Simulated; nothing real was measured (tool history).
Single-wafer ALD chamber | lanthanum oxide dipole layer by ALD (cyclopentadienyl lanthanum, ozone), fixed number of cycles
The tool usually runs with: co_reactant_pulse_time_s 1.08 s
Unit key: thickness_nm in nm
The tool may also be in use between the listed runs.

run    hour  co_reactant_pulse_time_s  wafers since the last listed run  hours since the last thermocouple change  hours since the last ozone generator service  hours since the showerhead was replaced  hours since the gauge calibration  read-back reference wafer on the same gauge, thickness_nm  thickness_nm
  1     0.0                      1.08                                 0                                    1422.9                                         935.0                                   2695.4                             2708.0                                                      0.598         0.558
  2    57.6                      1.08                               771                                    1480.5                                         992.6                                   2753.0                             2765.6                                                      0.598         0.565
  3   127.6                      1.08                               937                                    1550.5                                        1062.6                                   2823.0                             2835.6                                                      0.598         0.558
  4   214.3                      1.08                              1160                                    1637.2                                        1149.3                                   2909.7                             2922.3                                                      0.598         0.555
      264.6  -- gauge calibrated
  5   306.8                      0.83                              1238                                    1729.7                                        1241.8                                   3002.2                               42.2                                                      0.597         0.530
  6   414.4                      1.08                              1440                                    1837.3                                        1349.4                                   3109.8                              149.8                                                      0.598         0.555
  7   502.9                      0.80                              1185                                    1925.8                                        1437.9                                   3198.3                              238.3                                                      0.598         0.523
  8   561.7                      1.08                               787                                    1984.6                                        1496.7                                   3257.1                              297.1                                                      0.598         0.551
      623.8  -- thermocouple changed; heater temperature recalibrated
  9   669.3                      1.08                              1333                                      45.5                                        1604.3                                   3364.7                              404.7                                                      0.598         0.550
 10   764.5                      1.08                              1274                                     140.7                                        1699.5                                   3459.9                              499.9                                                      0.598         0.544
 11   838.4                      0.78                               989                                     214.6                                        1773.4                                   3533.8                              573.8                                                      0.598         0.513
 12   922.7                      0.78                              1128                                     298.9                                        1857.7                                   3618.1                              658.1                                                      0.598         0.507
 13  1002.9                      0.89                              1073                                     379.1                                        1937.9                                   3698.3                              738.3                                                      0.598         0.516
 14  1053.2                      1.26                               673                                     429.4                                        1988.2                                   3748.6                              788.6                                                      0.598         0.557
 15  1102.4                      0.82                               658                                     478.6                                        2037.4                                   3797.8                              837.8                                                      0.597         0.508
 16  1204.0                      0.91                              1360                                     580.2                                        2139.0                                   3899.4                              939.4                                                      0.598         0.517
 17  1258.2                      0.72                               725                                     634.4                                        2193.2                                   3953.6                              993.6                                                      0.598         0.491
     1296.7  -- ozone generator serviced
 18  1307.4                      1.31                               551                                     683.6                                          10.7                                   4002.8                             1042.8                                                      0.598         0.533
 19  1382.5                      0.75                              1005                                     758.7                                          85.8                                   4077.9                             1117.9                                                      0.598         0.474
 20  1449.9                      0.84                               902                                     826.1                                         153.2                                   4145.3                             1185.3                                                      0.598         0.483
 21  1525.5                      1.45                              1012                                     901.7                                         228.8                                   4220.9                             1260.9                                                      0.598         0.549
 22  1706.2                      1.42                              2419                                    1082.4                                         409.5                                   4401.6                             1441.6                                                      0.598         0.541
     1734.9  -- ozone generator serviced, repeated, since the last time left the tool worse
 23  1766.9                      1.19                               705                                    1143.1                                          32.0                                   4462.3                             1502.3                                                      0.598         0.577
 24  1858.9                      1.41                              1231                                    1235.1                                         124.0                                   4554.3                             1594.3                                                      0.598         0.587
 25  1928.0                      0.93                               925                                    1304.2                                         193.1                                   4623.4                             1663.4                                                      0.598         0.553
     1942.9  -- showerhead replaced
 26  2010.6                      0.68                               998                                    1386.8                                         275.7                                     67.7                             1746.0                                                      0.598         0.523
 27  2112.6                      1.24                              1365                                    1488.8                                         377.7                                    169.7                             1848.0                                                      0.598         0.576
 28  2175.2                      0.78                               838                                    1551.4                                         440.3                                    232.3                             1910.6                                                      0.598         0.534
 29  2230.0                      0.96                               733                                    1606.2                                         495.1                                    287.1                             1965.4                                                      0.598         0.553
 30  2292.8                      1.08                               840                                    1669.0                                         557.9                                    349.9                             2028.2                                                      0.597         0.564
 31  2397.5                      0.95                              1402                                    1773.7                                         662.6                                    454.6                             2132.9                                                      0.598         0.552
 32  2493.5                      0.78                              1285                                    1869.7                                         758.6                                    550.6                             2228.9                                                      0.598         0.533
 33  2574.1                      1.08                              1079                                    1950.3                                         839.2                                    631.2                             2309.5                                                      0.598         0.562
 34  2672.6                      1.50                              1319                                    2048.8                                         937.7                                    729.7                             2408.0                                                      0.597         0.591
 35  2759.3                      1.36                              1160                                    2135.5                                        1024.4                                    816.4                             2494.7                                                      0.598         0.581

What if the next run were any one of these 3? Each begins from the tool's condition after run 35:
  A  2759.7                      1.30                                 5                                    2135.9                                        1024.8                                    816.8                             2495.1                                                          ?             ?
  B  2759.7                      1.39                                 5                                    2135.9                                        1024.8                                    816.8                             2495.1                                                          ?             ?
  C  2759.7                      1.51                                 5                                    2135.9                                        1024.8                                    816.8                             2495.1                                                          ?             ?

run  read-back reference wafer on the same gauge, thickness_nm  thickness_nm
  A                                                      0.598         0.578
  B                                                      0.598         0.584
  C                                                      0.598         0.591
The same runs, with their run-to-run variation unchanged, on a tool lacking any hidden condition would have given:
run  thickness_nm
  A         0.584
  B         0.589
  C         0.596

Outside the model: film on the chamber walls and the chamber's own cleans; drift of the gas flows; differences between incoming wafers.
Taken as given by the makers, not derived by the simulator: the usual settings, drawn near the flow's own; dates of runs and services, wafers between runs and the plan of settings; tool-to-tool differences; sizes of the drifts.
